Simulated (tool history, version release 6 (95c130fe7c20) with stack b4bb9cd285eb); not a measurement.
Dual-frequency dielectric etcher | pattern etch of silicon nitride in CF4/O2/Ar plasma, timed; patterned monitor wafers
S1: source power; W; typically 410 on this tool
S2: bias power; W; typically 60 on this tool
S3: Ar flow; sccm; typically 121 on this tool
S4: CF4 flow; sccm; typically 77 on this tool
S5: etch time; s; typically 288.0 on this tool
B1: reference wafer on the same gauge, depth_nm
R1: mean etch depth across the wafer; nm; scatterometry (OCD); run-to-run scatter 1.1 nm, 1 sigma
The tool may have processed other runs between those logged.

run     day   S1  S2   S3  S4     S5     B1     R1
  1   0.000  410  60  121  77  339.5  389.9  527.0
      2.621  -- wet clean of the chamber
      2.679  -- source power generator calibrated
  2   2.700  410  60  121  77  231.0  390.1  377.9
      6.912  -- upper electrode replaced
  3   7.867  410  60  121  77  231.0  389.9  377.9
  4  10.296  410  60  121  77  231.0  390.0  375.7
  5  11.550  440  60  121  77  288.0  389.9  504.9
  6  14.042  410  60  103  77  330.0  389.8  545.4
  7  16.058  470  60  121  77  288.0  390.3  537.3
  8  18.200  320  48  121  64  288.0  389.8  309.8
  9  19.983  490  60  121  86  238.5  389.7  469.7
 10  21.329  500  60  147  77  288.0  390.1  554.9
     22.708  -- bias power generator calibrated
     23.238  -- Ar flow controller replaced
     23.879  -- wet clean of the chamber
 11  23.900  410  56  121  94  288.0  390.1  473.2
 12  25.971  410  60  121  77  288.0  390.2  472.1
     26.121  -- gauge calibrated
 13  28.862  490  53  131  77  255.0  390.0  464.9
     31.504  -- CF4 flow controller replaced
 14  33.512  410  71  121  62  288.0  390.1  487.7
 15  35.196  460  60  121  60  369.0  390.1  642.8
 16  37.212  410  60  121  77  288.0  390.2  464.9
 17  38.950  410  60  129  77  288.0  390.0  462.6
 18  41.079  410  69  121  77  288.0  390.1  494.3
     42.679  -- wet clean of the chamber
 19  43.804  410  53  121  77  205.0  390.0  315.1
 20  46.558  410  60  121  71  288.0  390.0  462.5
 21  48.033  410  73  121  77  330.0  390.1  584.9

Forecast each of these 4 alternatives for the next run:
  A  48.054  410  64  121  77  288.0   ?   ?
  B  48.054  410  60  121  68  288.0   ?   ?
  C  48.054  410  60   98  72  319.0   ?   ?
  D  48.054  320  53  121  77  251.5   ?   ?

run     B1     R1
  A  390.1  480.3
  B  390.1  456.1
  C  390.1  523.5
  D  390.1  294.9
Without the tool's unlogged condition, the same runs would have read:
run     R1
  A  484.8
  B  460.4
  C  528.5
  D  297.7
